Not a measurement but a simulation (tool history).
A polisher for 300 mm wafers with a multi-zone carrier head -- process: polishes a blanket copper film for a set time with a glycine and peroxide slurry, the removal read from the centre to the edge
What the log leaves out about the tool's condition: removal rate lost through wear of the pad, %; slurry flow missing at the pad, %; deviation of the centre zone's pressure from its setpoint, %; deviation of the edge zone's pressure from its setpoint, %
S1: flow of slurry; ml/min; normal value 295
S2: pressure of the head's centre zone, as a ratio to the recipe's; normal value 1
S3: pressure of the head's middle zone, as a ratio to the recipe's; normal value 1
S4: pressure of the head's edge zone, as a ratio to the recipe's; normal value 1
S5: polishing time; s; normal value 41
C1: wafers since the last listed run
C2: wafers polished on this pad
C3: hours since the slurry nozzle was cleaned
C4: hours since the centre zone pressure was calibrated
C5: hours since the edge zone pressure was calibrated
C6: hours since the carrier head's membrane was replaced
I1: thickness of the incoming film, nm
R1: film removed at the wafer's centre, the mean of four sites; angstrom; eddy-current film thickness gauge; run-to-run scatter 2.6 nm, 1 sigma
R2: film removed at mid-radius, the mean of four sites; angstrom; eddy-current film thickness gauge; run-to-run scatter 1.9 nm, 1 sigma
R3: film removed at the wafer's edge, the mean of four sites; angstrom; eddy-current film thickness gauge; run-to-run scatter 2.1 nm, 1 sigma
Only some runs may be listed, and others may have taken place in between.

run	day	S1	S2	S3	S4	S5	C1	C2	C3	C4	C5	C6	I1	R1	R2	R3
1	0	295	1	1	1	41	0	203	9.8	321.2	543.6	471.8	1642.5	1549	1721	1694
2	0.408	295	1	1	1	41	151	355	19.6	331	553.4	481.6	1608.6	1614	1697	1753
3	0.933	295	1	1	1	41	194	549	32.2	343.6	566	494.2	1635.5	1567	1703	1709
4	1.288	295	1	1	1	41	131	680	40.7	352.1	574.5	502.7	1622.9	1575	1655	1724
5	1.583	295	1	1	1	41	109	790	47.8	359.2	581.6	509.8	1628.1	1569	1696	1731
# day 2.404: carrier head's membrane replaced by a new one
# day 2.55: worn pad replaced by a new one
6	2.571	295	1	1	1	41	234	7	71.5	382.9	605.3	4	1623.4	1558	1696	1722
7	2.625	365	1	1	1	41	20	27	72.8	384.2	606.6	5.3	1637.9	1588	1733	1721
8	3.321	295	1	0.94	1	41	257	285	89.5	400.9	623.3	22	1601.1	1505	1609	1713
9	3.812	295	1	1	1	46	182	467	101.3	412.7	635.1	33.8	1626.4	1691	1853	1863
10	4.283	200	0.93	1	1.05	47	174	642	112.6	424	646.4	45.1	1609.4	1533	1782	1910
11	4.662	215	1.11	1	1.07	33	140	782	121.7	433.1	655.5	54.2	1643.5	1243	1263	1348
12	5.083	295	1	1	1	41	155	938	131.8	443.2	665.6	64.3	1595.3	1477	1670	1629
# day 5.45: centre zone pressure recalibrated
13	5.621	295	1	1	1.08	41	168	1106	144.7	4.1	678.5	77.2	1647.5	1734	1642	1749
14	5.975	295	1	1	0.92	54	131	1238	153.2	12.6	687	85.7	1615	2242	2148	2187
# day 6.354: worn pad replaced by a new one
15	6.479	295	1	1	1	41	125	45	165.3	24.7	699.1	97.8	1660.8	1617	1662	1664
16	6.888	325	1	1	0.93	41	151	197	175.1	34.5	708.9	107.6	1635.4	1691	1655	1622
# day 7.404: edge zone pressure recalibrated
17	7.608	380	1	1.03	1	41	236	433	192.4	51.8	4.9	124.9	1626.6	1689	1720	1716
18	7.888	295	1	1	1	41	103	536	199.1	58.5	11.6	131.6	1627.6	1662	1618	1643
19	8.35	295	1	1	1.12	37	171	708	210.2	69.6	22.7	142.7	1649	1490	1476	1551
20	9.083	295	0.97	1.04	1	41	271	980	227.8	87.2	40.3	160.3	1650.6	1607	1690	1641
21	9.75	295	1	1	1	41	247	1227	243.8	103.2	56.3	176.3	1639.7	1649	1622	1640
# day 10.083: worn pad replaced by a new one
22	10.467	225	1	0.89	0.89	47	203	142	261	120.4	73.5	193.5	1643	1769	1603	1717
23	11.933	295	1	1	0.89	41	543	686	296.2	155.6	108.7	228.7	1652.8	1626	1614	1565

Here are 3 independent what-if runs from the current tool condition. What would each one return?
A	11.95	200	1	1	1	41	6	692	296.6	156	109.1	229.1	1619.2	?	?	?
B	11.95	295	1	0.9	1	41	6	692	296.6	156	109.1	229.1	1619.2	?	?	?
C	11.95	295	1.1	0.94	0.95	41	6	692	296.6	156	109.1	229.1	1619.2	?	?	?

run	R1	R2	R3
A	1486	1483	1542
B	1633	1477	1640
C	1779	1530	1611
The same runs, with their run-to-run variation unchanged, on a tool lacking any hidden condition would have given:
run	R1	R2	R3
A	1633	1617	1641
B	1732	1563	1711
C	1888	1620	1681

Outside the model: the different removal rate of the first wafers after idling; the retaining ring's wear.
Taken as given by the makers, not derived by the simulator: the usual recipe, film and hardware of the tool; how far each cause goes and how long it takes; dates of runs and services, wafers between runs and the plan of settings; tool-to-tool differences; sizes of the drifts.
